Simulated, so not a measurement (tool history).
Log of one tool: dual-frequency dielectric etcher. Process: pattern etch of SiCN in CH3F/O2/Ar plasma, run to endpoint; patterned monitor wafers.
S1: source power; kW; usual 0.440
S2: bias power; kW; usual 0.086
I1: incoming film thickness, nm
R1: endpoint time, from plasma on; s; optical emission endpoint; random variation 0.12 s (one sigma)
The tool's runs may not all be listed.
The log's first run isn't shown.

{"run": 2, "hour": 15.8, "S1": 0.39, "S2": 0.086, "I1": 7.32, "R1": 18.8}
{"run": 3, "hour": 45.8, "S1": 0.39, "S2": 0.086, "I1": 7.23, "R1": 18.8}
{"hour": 78.8, "done": "wet clean of the chamber, repeated, since the last time left the tool worse"}
{"run": 4, "hour": 79.3, "S1": 0.44, "S2": 0.086, "I1": 7.26, "R1": 18.9}
{"run": 5, "hour": 99.9, "S1": 0.44, "S2": 0.086, "I1": 7.28, "R1": 18.9}
{"hour": 110.8, "done": "bias power generator calibrated"}
{"run": 6, "hour": 119.0, "S1": 0.44, "S2": 0.072, "I1": 7.25, "R1": 20.0}
{"run": 7, "hour": 149.9, "S1": 0.44, "S2": 0.072, "I1": 7.31, "R1": 20.2}
{"run": 8, "hour": 222.3, "S1": 0.48, "S2": 0.086, "I1": 7.35, "R1": 18.7}
{"run": 9, "hour": 240.3, "S1": 0.48, "S2": 0.086, "I1": 7.28, "R1": 19.0}
{"run": 10, "hour": 256.4, "S1": 0.48, "S2": 0.086, "I1": 7.28, "R1": 18.8}
{"run": 11, "hour": 281.7, "S1": 0.39, "S2": 0.08, "I1": 7.32, "R1": 20.5}
{"run": 12, "hour": 299.4, "S1": 0.44, "S2": 0.086, "I1": 7.28, "R1": 19.2}
{"run": 13, "hour": 320.5, "S1": 0.44, "S2": 0.086, "I1": 7.25, "R1": 19.4}
{"run": 14, "hour": 334.0, "S1": 0.44, "S2": 0.086, "I1": 7.33, "R1": 19.4}
{"run": 15, "hour": 366.1, "S1": 0.44, "S2": 0.086, "I1": 7.27, "R1": 19.3}
{"run": 16, "hour": 382.7, "S1": 0.44, "S2": 0.086, "I1": 7.26, "R1": 19.3}
{"run": 17, "hour": 410.9, "S1": 0.51, "S2": 0.065, "I1": 7.3, "R1": 20.2}
{"run": 18, "hour": 431.0, "S1": 0.34, "S2": 0.071, "I1": 7.28, "R1": 22.6}
{"run": 19, "hour": 460.8, "S1": 0.5, "S2": 0.086, "I1": 7.22, "R1": 18.7}
{"run": 20, "hour": 485.9, "S1": 0.44, "S2": 0.086, "I1": 7.27, "R1": 19.5}
{"hour": 520.9, "done": "upper electrode replaced"}
{"run": 21, "hour": 521.4, "S1": 0.44, "S2": 0.086, "I1": 7.31, "R1": 19.8}
{"run": 22, "hour": 534.2, "S1": 0.44, "S2": 0.086, "I1": 7.28, "R1": 19.7}
{"hour": 569.7, "done": "wet clean of the chamber"}
{"run": 23, "hour": 570.2, "S1": 0.48, "S2": 0.092, "I1": 7.25, "R1": 18.1}
{"run": 24, "hour": 570.5, "S1": 0.44, "S2": 0.086, "I1": 7.28, "R1": 19.4}
{"hour": 644.8, "done": "source power generator calibrated"}
{"run": 25, "hour": 660.3, "S1": 0.37, "S2": 0.066, "I1": 7.36, "R1": 22.2}

Forecast run 26:
{"run": 26, "hour": 677.8, "S1": 0.38, "S2": 0.086, "I1": 7.31, "R1": "?"}

{"run 26": {"R1": 20.1}}
Without the tool's hidden state the same run would have given R1 20.0 s.
